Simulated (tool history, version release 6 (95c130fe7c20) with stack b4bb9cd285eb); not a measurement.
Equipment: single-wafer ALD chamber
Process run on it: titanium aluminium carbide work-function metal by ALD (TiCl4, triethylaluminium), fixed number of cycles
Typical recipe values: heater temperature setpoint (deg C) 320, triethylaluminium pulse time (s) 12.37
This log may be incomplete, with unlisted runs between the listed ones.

| run | hour | heater temperature setpoint (deg C) | triethylaluminium pulse time (s) | wafers since the last listed run | hours since the last thermocouple change | hours since the last triethylaluminium bottle change | hours since the showerhead was replaced | hours since the gauge calibration | read-back reference wafer on the same gauge, thickness_nm | mean film thickness on the monitor wafer (angstrom) |
|---|---|---|---|---|---|---|---|---|---|---|
| 1 | 0.0 | 320 | 12.37 | 0 | 1373.9 | 1072.1 | 6256.9 | 131.9 | 2.299 | 21.64 |
| 2 | 22.6 | 320 | 12.37 | 298 | 1396.5 | 1094.7 | 6279.5 | 154.5 | 2.302 | 21.52 |
| 3 | 38.5 | 316 | 16.22 | 210 | 1412.4 | 1110.6 | 6295.4 | 170.4 | 2.299 | 21.95 |
| 4 | 71.1 | 331 | 12.37 | 430 | 1445.0 | 1143.2 | 6328.0 | 203.0 | 2.295 | 22.22 |
| 5 | 88.5 | 331 | 12.37 | 229 | 1462.4 | 1160.6 | 6345.4 | 220.4 | 2.299 | 22.22 |
| 6 | 161.2 | 320 | 12.37 | 960 | 1535.1 | 1233.3 | 6418.1 | 293.1 | 2.297 | 20.78 |
| 7 | 192.0 | 320 | 12.37 | 406 | 1565.9 | 1264.1 | 6448.9 | 323.9 | 2.297 | 20.67 |
| 8 | 220.4 | 320 | 12.37 | 375 | 1594.3 | 1292.5 | 6477.3 | 352.3 | 2.302 | 20.79 |
| 9 | 233.1 | 320 | 12.37 | 167 | 1607.0 | 1305.2 | 6490.0 | 365.0 | 2.294 | 20.39 |
| 10 | 262.7 | 320 | 12.37 | 390 | 1636.6 | 1334.8 | 6519.6 | 394.6 | 2.299 | 20.18 |
| 11 | 276.1 | 320 | 12.37 | 176 | 1650.0 | 1348.2 | 6533.0 | 408.0 | 2.301 | 20.37 |
| 12 | 306.3 | 324 | 12.37 | 398 | 1680.2 | 1378.4 | 6563.2 | 438.2 | 2.301 | 20.41 |
| 13 | 335.2 | 313 | 12.37 | 381 | 1709.1 | 1407.3 | 6592.1 | 467.1 | 2.296 | 19.09 |
| 14 | 356.3 | 313 | 12.37 | 278 | 1730.2 | 1428.4 | 6613.2 | 488.2 | 2.301 | 18.92 |
| 15 | 383.4 | 324 | 8.75 | 357 | 1757.3 | 1455.5 | 6640.3 | 515.3 | 2.298 | 15.51 |
| 16 | 410.8 | 324 | 8.75 | 361 | 1784.7 | 1482.9 | 6667.7 | 542.7 | 2.302 | 15.18 |
|  | 423.3 | triethylaluminium bottle replaced |
|  | 424.1 | showerhead replaced |
|  | 451.3 | thermocouple changed; heater temperature recalibrated |
| 17 | 451.8 | 311 | 8.65 | 320 | 0.5 | 28.5 | 27.7 | 583.7 | 2.295 | 19.79 |
| 18 | 463.4 | 306 | 16.85 | 153 | 12.1 | 40.1 | 39.3 | 595.3 | 2.302 | 21.40 |

Predict the results of run 19:
| 19 | 488.1 | 334 | 16.85 | 326 | 36.8 | 64.8 | 64.0 | 620.0 | ? | ? |

read-back reference wafer on the same gauge, thickness_nm: 2.294
mean film thickness on the monitor wafer (angstrom): 24.11
Minus the tool's unlogged condition, the same run would have read mean film thickness on the monitor wafer (angstrom) 24.12.
